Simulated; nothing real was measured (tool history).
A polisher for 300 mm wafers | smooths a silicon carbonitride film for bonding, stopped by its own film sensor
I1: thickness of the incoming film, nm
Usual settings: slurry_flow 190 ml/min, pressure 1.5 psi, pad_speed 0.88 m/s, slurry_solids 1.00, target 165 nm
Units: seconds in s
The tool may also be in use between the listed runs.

{"run": 1, "day": 0.0, "slurry_flow": 190, "pressure": 1.5, "pad_speed": 0.88, "slurry_solids": 1.0, "target": 165, "I1": 190.0, "seconds": 162.0}
{"day": 1.188, "done": "worn pad replaced by a new one"}
{"run": 2, "day": 1.254, "slurry_flow": 190, "pressure": 1.5, "pad_speed": 0.88, "slurry_solids": 1.0, "target": 165, "I1": 189.7, "seconds": 161.8}
{"day": 1.588, "done": "slurry blender recalibrated"}
{"run": 3, "day": 3.475, "slurry_flow": 190, "pressure": 1.5, "pad_speed": 0.88, "slurry_solids": 1.0, "target": 165, "I1": 187.4, "seconds": 149.7}
{"run": 4, "day": 5.717, "slurry_flow": 190, "pressure": 1.5, "pad_speed": 0.88, "slurry_solids": 1.0, "target": 165, "I1": 189.2, "seconds": 159.7}
{"run": 5, "day": 8.238, "slurry_flow": 190, "pressure": 1.5, "pad_speed": 0.88, "slurry_solids": 1.0, "target": 165, "I1": 190.6, "seconds": 164.7}
{"run": 6, "day": 10.004, "slurry_flow": 190, "pressure": 1.5, "pad_speed": 0.88, "slurry_solids": 1.0, "target": 165, "I1": 188.6, "seconds": 158.6}
{"day": 11.308, "done": "worn pad replaced by a new one"}
{"run": 7, "day": 11.838, "slurry_flow": 190, "pressure": 1.5, "pad_speed": 0.88, "slurry_solids": 1.0, "target": 165, "I1": 192.0, "seconds": 173.0}
{"run": 8, "day": 14.65, "slurry_flow": 190, "pressure": 1.5, "pad_speed": 0.88, "slurry_solids": 1.0, "target": 165, "I1": 192.2, "seconds": 179.0}
{"run": 9, "day": 15.879, "slurry_flow": 190, "pressure": 1.5, "pad_speed": 0.88, "slurry_solids": 1.0, "target": 165, "I1": 185.8, "seconds": 131.3}
{"run": 10, "day": 18.017, "slurry_flow": 190, "pressure": 1.5, "pad_speed": 0.88, "slurry_solids": 1.0, "target": 165, "I1": 189.9, "seconds": 156.4}
{"day": 18.617, "done": "slurry blender recalibrated"}
{"run": 11, "day": 19.7, "slurry_flow": 190, "pressure": 1.9, "pad_speed": 1.12, "slurry_solids": 1.0, "target": 165, "I1": 190.7, "seconds": 118.9}
{"day": 21.038, "done": "worn pad replaced by a new one"}
{"run": 12, "day": 21.254, "slurry_flow": 190, "pressure": 1.5, "pad_speed": 0.88, "slurry_solids": 1.0, "target": 157, "I1": 187.2, "seconds": 200.4}
{"run": 13, "day": 23.279, "slurry_flow": 190, "pressure": 1.5, "pad_speed": 0.88, "slurry_solids": 1.0, "target": 165, "I1": 189.8, "seconds": 161.8}
{"run": 14, "day": 25.025, "slurry_flow": 190, "pressure": 1.5, "pad_speed": 0.88, "slurry_solids": 1.0, "target": 165, "I1": 187.6, "seconds": 145.7}
{"day": 25.729, "done": "slurry nozzle cleaned"}
{"run": 15, "day": 26.75, "slurry_flow": 160, "pressure": 1.5, "pad_speed": 0.88, "slurry_solids": 1.0, "target": 165, "I1": 191.9, "seconds": 179.9}
{"run": 16, "day": 29.367, "slurry_flow": 250, "pressure": 1.5, "pad_speed": 1.1, "slurry_solids": 0.9, "target": 156, "I1": 191.3, "seconds": 212.4}
{"day": 29.688, "done": "worn pad replaced by a new one"}
{"run": 17, "day": 31.208, "slurry_flow": 190, "pressure": 1.5, "pad_speed": 1.02, "slurry_solids": 0.8, "target": 157, "I1": 192.2, "seconds": 237.4}
{"run": 18, "day": 33.988, "slurry_flow": 190, "pressure": 1.3, "pad_speed": 0.88, "slurry_solids": 1.15, "target": 170, "I1": 189.8, "seconds": 141.6}
{"day": 37.217, "done": "head pressure recalibrated"}
{"day": 39.479, "done": "slurry blender recalibrated"}
{"day": 39.621, "done": "worn pad replaced by a new one"}
{"run": 19, "day": 40.471, "slurry_flow": 150, "pressure": 1.0, "pad_speed": 0.88, "slurry_solids": 1.0, "target": 159, "I1": 190.0, "seconds": 321.7}
{"run": 20, "day": 45.875, "slurry_flow": 190, "pressure": 1.5, "pad_speed": 0.88, "slurry_solids": 1.0, "target": 165, "I1": 192.5, "seconds": 181.3}
{"day": 48.146, "done": "slurry nozzle cleaned"}
{"run": 21, "day": 48.379, "slurry_flow": 190, "pressure": 1.5, "pad_speed": 0.88, "slurry_solids": 1.2, "target": 168, "I1": 187.1, "seconds": 119.1}

4 ways to go on from here, each from the tool as it stands after run 21. What would each give?
{"run": "A", "day": 48.4, "slurry_flow": 190, "pressure": 1.5, "pad_speed": 0.88, "slurry_solids": 1.0, "target": 161, "I1": 191.6, "seconds": "?"}
{"run": "B", "day": 48.4, "slurry_flow": 190, "pressure": 1.8, "pad_speed": 0.62, "slurry_solids": 1.1, "target": 161, "I1": 191.6, "seconds": "?"}
{"run": "C", "day": 48.4, "slurry_flow": 220, "pressure": 1.6, "pad_speed": 0.88, "slurry_solids": 1.0, "target": 165, "I1": 191.6, "seconds": "?"}
{"run": "D", "day": 48.4, "slurry_flow": 190, "pressure": 1.1, "pad_speed": 0.96, "slurry_solids": 0.8, "target": 168, "I1": 191.6, "seconds": "?"}

run=A seconds=196.8
run=B seconds=184.9
run=C seconds=157.3
run=D seconds=216.6
Without the tool's hidden state the same runs would have given:
run=A seconds=196.8
run=B seconds=184.9
run=C seconds=157.3
run=D seconds=216.6
